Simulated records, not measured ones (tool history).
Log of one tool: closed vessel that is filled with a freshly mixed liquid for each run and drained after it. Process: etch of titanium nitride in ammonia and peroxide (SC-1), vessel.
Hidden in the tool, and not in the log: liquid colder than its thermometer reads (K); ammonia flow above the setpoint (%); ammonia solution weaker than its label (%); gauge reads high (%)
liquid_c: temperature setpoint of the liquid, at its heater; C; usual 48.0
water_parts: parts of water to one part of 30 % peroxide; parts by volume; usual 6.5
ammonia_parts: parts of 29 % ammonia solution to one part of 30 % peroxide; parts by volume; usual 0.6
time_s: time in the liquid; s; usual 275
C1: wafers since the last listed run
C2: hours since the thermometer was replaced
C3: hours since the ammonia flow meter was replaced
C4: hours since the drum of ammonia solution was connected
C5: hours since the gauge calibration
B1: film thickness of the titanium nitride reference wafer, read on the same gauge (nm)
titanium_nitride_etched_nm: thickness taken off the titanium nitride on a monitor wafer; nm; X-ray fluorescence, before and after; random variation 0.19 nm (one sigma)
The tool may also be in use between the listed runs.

{"run": 1, "hour": 0.0, "liquid_c": 48.0, "water_parts": 6.5, "ammonia_parts": 0.8, "time_s": 275, "C1": 0, "C2": 2632.4, "C3": 454.3, "C4": 132.1, "C5": 333.8, "B1": 39.99, "titanium_nitride_etched_nm": 19.22}
{"run": 2, "hour": 164.4, "liquid_c": 48.0, "water_parts": 6.5, "ammonia_parts": 0.8, "time_s": 275, "C1": 11004, "C2": 2796.8, "C3": 618.7, "C4": 296.5, "C5": 498.2, "B1": 40.0, "titanium_nitride_etched_nm": 18.79}
{"hour": 170.4, "done": "ammonia flow meter replaced"}
{"hour": 176.0, "done": "new drum of ammonia solution connected"}
{"run": 3, "hour": 211.3, "liquid_c": 48.0, "water_parts": 6.5, "ammonia_parts": 0.8, "time_s": 275, "C1": 3005, "C2": 2843.7, "C3": 40.9, "C4": 35.3, "C5": 545.1, "B1": 40.01, "titanium_nitride_etched_nm": 19.24}
{"run": 4, "hour": 273.7, "liquid_c": 48.0, "water_parts": 8.0, "ammonia_parts": 0.6, "time_s": 275, "C1": 4176, "C2": 2906.1, "C3": 103.3, "C4": 97.7, "C5": 607.5, "B1": 39.99, "titanium_nitride_etched_nm": 16.72}
{"run": 5, "hour": 367.4, "liquid_c": 48.0, "water_parts": 8.0, "ammonia_parts": 0.6, "time_s": 275, "C1": 6271, "C2": 2999.8, "C3": 197.0, "C4": 191.4, "C5": 701.2, "B1": 39.99, "titanium_nitride_etched_nm": 16.2}
{"run": 6, "hour": 414.3, "liquid_c": 48.0, "water_parts": 6.5, "ammonia_parts": 0.6, "time_s": 275, "C1": 3139, "C2": 3046.7, "C3": 243.9, "C4": 238.3, "C5": 748.1, "B1": 40.01, "titanium_nitride_etched_nm": 18.34}
{"hour": 494.0, "done": "new drum of ammonia solution connected"}
{"run": 7, "hour": 497.2, "liquid_c": 48.0, "water_parts": 6.5, "ammonia_parts": 0.6, "time_s": 275, "C1": 5482, "C2": 3129.6, "C3": 326.8, "C4": 3.2, "C5": 831.0, "B1": 40.01, "titanium_nitride_etched_nm": 18.43}
{"hour": 509.4, "done": "thermometer replaced"}
{"run": 8, "hour": 548.6, "liquid_c": 48.0, "water_parts": 6.5, "ammonia_parts": 0.6, "time_s": 180, "C1": 3373, "C2": 39.2, "C3": 378.2, "C4": 54.6, "C5": 882.4, "B1": 40.01, "titanium_nitride_etched_nm": 13.27}
{"run": 9, "hour": 612.1, "liquid_c": 48.0, "water_parts": 6.5, "ammonia_parts": 0.6, "time_s": 180, "C1": 4250, "C2": 102.7, "C3": 441.7, "C4": 118.1, "C5": 945.9, "B1": 40.0, "titanium_nitride_etched_nm": 13.18}
{"run": 10, "hour": 697.0, "liquid_c": 48.0, "water_parts": 6.5, "ammonia_parts": 0.6, "time_s": 275, "C1": 5682, "C2": 187.6, "C3": 526.6, "C4": 203.0, "C5": 1030.8, "B1": 39.98, "titanium_nitride_etched_nm": 20.18}
{"hour": 751.4, "done": "ammonia flow meter replaced"}
{"run": 11, "hour": 785.8, "liquid_c": 48.0, "water_parts": 6.5, "ammonia_parts": 0.6, "time_s": 275, "C1": 5876, "C2": 276.4, "C3": 34.4, "C4": 291.8, "C5": 1119.6, "B1": 40.0, "titanium_nitride_etched_nm": 20.22}

Forecast run 12:
{"hour": 824.8, "done": "new drum of ammonia solution connected"}
{"run": 12, "hour": 845.7, "liquid_c": 52.5, "water_parts": 6.5, "ammonia_parts": 0.6, "time_s": 275, "C1": 3942, "C2": 336.3, "C3": 94.3, "C4": 20.9, "C5": 1179.5, "B1": "?", "titanium_nitride_etched_nm": "?"}

B1: 40.00
titanium_nitride_etched_nm: 27.67 nm
Without the tool's hidden state the same run would have given titanium_nitride_etched_nm 28.19 nm.

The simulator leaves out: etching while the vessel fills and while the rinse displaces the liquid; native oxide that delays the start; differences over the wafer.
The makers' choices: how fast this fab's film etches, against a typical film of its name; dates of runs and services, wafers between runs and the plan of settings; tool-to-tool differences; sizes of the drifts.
